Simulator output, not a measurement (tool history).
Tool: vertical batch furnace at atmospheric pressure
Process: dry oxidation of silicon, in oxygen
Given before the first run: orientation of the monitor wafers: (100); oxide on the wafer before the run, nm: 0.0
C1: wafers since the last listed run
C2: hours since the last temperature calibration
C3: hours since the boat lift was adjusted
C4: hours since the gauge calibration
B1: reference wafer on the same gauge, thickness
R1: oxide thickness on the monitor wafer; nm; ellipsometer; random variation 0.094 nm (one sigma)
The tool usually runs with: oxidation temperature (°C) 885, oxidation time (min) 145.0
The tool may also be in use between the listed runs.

{"run": 1, "day": 0.0, "oxidation temperature (°C)": 885, "oxidation time (min)": 102.5, "C1": 0, "C2": 2812.6, "C3": 1614.0, "C4": 354.3, "B1": 31.29, "R1": 24.58}
{"run": 2, "day": 0.804, "oxidation temperature (°C)": 885, "oxidation time (min)": 102.5, "C1": 222, "C2": 2831.9, "C3": 1633.3, "C4": 373.6, "B1": 31.31, "R1": 24.7}
{"run": 3, "day": 1.542, "oxidation temperature (°C)": 890, "oxidation time (min)": 145.0, "C1": 203, "C2": 2849.6, "C3": 1651.0, "C4": 391.3, "B1": 31.33, "R1": 32.85}
{"run": 4, "day": 2.225, "oxidation temperature (°C)": 890, "oxidation time (min)": 145.0, "C1": 188, "C2": 2866.0, "C3": 1667.4, "C4": 407.7, "B1": 31.3, "R1": 32.59}
{"run": 5, "day": 3.333, "oxidation temperature (°C)": 885, "oxidation time (min)": 189.0, "C1": 306, "C2": 2892.6, "C3": 1694.0, "C4": 434.3, "B1": 31.3, "R1": 37.14}
{"run": 6, "day": 4.554, "oxidation temperature (°C)": 885, "oxidation time (min)": 189.0, "C1": 337, "C2": 2921.9, "C3": 1723.3, "C4": 463.6, "B1": 31.31, "R1": 36.9}
{"run": 7, "day": 6.171, "oxidation temperature (°C)": 885, "oxidation time (min)": 98.0, "C1": 447, "C2": 2960.7, "C3": 1762.1, "C4": 502.4, "B1": 31.26, "R1": 23.94}
{"run": 8, "day": 6.9, "oxidation temperature (°C)": 885, "oxidation time (min)": 145.0, "C1": 201, "C2": 2978.2, "C3": 1779.6, "C4": 519.9, "B1": 31.29, "R1": 30.99}
{"run": 9, "day": 7.408, "oxidation temperature (°C)": 885, "oxidation time (min)": 145.0, "C1": 140, "C2": 2990.4, "C3": 1791.8, "C4": 532.1, "B1": 31.28, "R1": 30.92}
{"run": 10, "day": 7.942, "oxidation temperature (°C)": 885, "oxidation time (min)": 145.0, "C1": 147, "C2": 3003.2, "C3": 1804.6, "C4": 544.9, "B1": 31.28, "R1": 31.06}
{"day": 9.604, "done": "boat lift adjusted"}
{"run": 11, "day": 9.625, "oxidation temperature (°C)": 885, "oxidation time (min)": 145.0, "C1": 188, "C2": 3043.6, "C3": 0.5, "C4": 585.3, "B1": 31.31, "R1": 32.13}
{"run": 12, "day": 9.912, "oxidation temperature (°C)": 885, "oxidation time (min)": 145.0, "C1": 79, "C2": 3050.5, "C3": 7.4, "C4": 592.2, "B1": 31.29, "R1": 32.24}
{"run": 13, "day": 10.325, "oxidation temperature (°C)": 885, "oxidation time (min)": 145.0, "C1": 114, "C2": 3060.4, "C3": 17.3, "C4": 602.1, "B1": 31.3, "R1": 32.0}
{"run": 14, "day": 10.862, "oxidation temperature (°C)": 885, "oxidation time (min)": 145.0, "C1": 148, "C2": 3073.3, "C3": 30.2, "C4": 615.0, "B1": 31.32, "R1": 32.08}
{"run": 15, "day": 12.133, "oxidation temperature (°C)": 885, "oxidation time (min)": 145.0, "C1": 351, "C2": 3103.8, "C3": 60.7, "C4": 645.5, "B1": 31.32, "R1": 32.04}
{"run": 16, "day": 12.712, "oxidation temperature (°C)": 866, "oxidation time (min)": 212.5, "C1": 160, "C2": 3117.7, "C3": 74.6, "C4": 659.4, "B1": 31.32, "R1": 33.73}
{"day": 13.779, "done": "gauge calibrated"}
{"run": 17, "day": 14.175, "oxidation temperature (°C)": 899, "oxidation time (min)": 126.0, "C1": 404, "C2": 3152.8, "C3": 109.7, "C4": 9.5, "B1": 31.33, "R1": 33.7}
{"run": 18, "day": 15.5, "oxidation temperature (°C)": 885, "oxidation time (min)": 145.0, "C1": 366, "C2": 3184.6, "C3": 141.5, "C4": 41.3, "B1": 31.3, "R1": 31.9}
{"run": 19, "day": 16.092, "oxidation temperature (°C)": 863, "oxidation time (min)": 99.0, "C1": 163, "C2": 3198.8, "C3": 155.7, "C4": 55.5, "B1": 31.26, "R1": 19.61}
{"run": 20, "day": 17.362, "oxidation temperature (°C)": 909, "oxidation time (min)": 215.0, "C1": 351, "C2": 3229.3, "C3": 186.2, "C4": 86.0, "B1": 31.29, "R1": 54.35}
{"run": 21, "day": 18.525, "oxidation temperature (°C)": 893, "oxidation time (min)": 116.0, "C1": 321, "C2": 3257.2, "C3": 214.1, "C4": 113.9, "B1": 31.35, "R1": 29.86}
{"run": 22, "day": 19.042, "oxidation temperature (°C)": 878, "oxidation time (min)": 205.0, "C1": 142, "C2": 3269.6, "C3": 226.5, "C4": 126.3, "B1": 31.27, "R1": 37.32}
{"run": 23, "day": 19.571, "oxidation temperature (°C)": 863, "oxidation time (min)": 145.0, "C1": 146, "C2": 3282.3, "C3": 239.2, "C4": 139.0, "B1": 31.32, "R1": 25.28}
{"day": 20.808, "done": "thermocouples replaced and temperature profile calibrated"}
{"run": 24, "day": 20.925, "oxidation temperature (°C)": 905, "oxidation time (min)": 90.5, "C1": 97, "C2": 2.8, "C3": 271.7, "C4": 171.5, "B1": 31.28, "R1": 27.13}
{"run": 25, "day": 22.133, "oxidation temperature (°C)": 861, "oxidation time (min)": 179.5, "C1": 334, "C2": 31.8, "C3": 300.7, "C4": 200.5, "B1": 31.32, "R1": 26.96}
{"run": 26, "day": 23.383, "oxidation temperature (°C)": 885, "oxidation time (min)": 145.0, "C1": 345, "C2": 61.8, "C3": 330.7, "C4": 230.5, "B1": 31.26, "R1": 30.22}
{"run": 27, "day": 24.733, "oxidation temperature (°C)": 906, "oxidation time (min)": 88.0, "C1": 373, "C2": 94.2, "C3": 363.1, "C4": 262.9, "B1": 31.26, "R1": 27.09}
{"run": 28, "day": 25.642, "oxidation temperature (°C)": 885, "oxidation time (min)": 93.5, "C1": 251, "C2": 116.0, "C3": 384.9, "C4": 284.7, "B1": 31.31, "R1": 22.78}
{"run": 29, "day": 26.388, "oxidation temperature (°C)": 907, "oxidation time (min)": 145.0, "C1": 206, "C2": 133.9, "C3": 402.8, "C4": 302.6, "B1": 31.31, "R1": 38.41}

Estimate the outcome of run 30 from the log above:
{"run": 30, "day": 27.662, "oxidation temperature (°C)": 869, "oxidation time (min)": 193.0, "C1": 352, "C2": 164.5, "C3": 433.4, "C4": 333.2, "B1": "?", "R1": "?"}

{"run 30": {"B1": 31.29, "R1": 30.89}}
The same run, on a tool lacking any hidden state, would have yielded R1 30.99 nm.
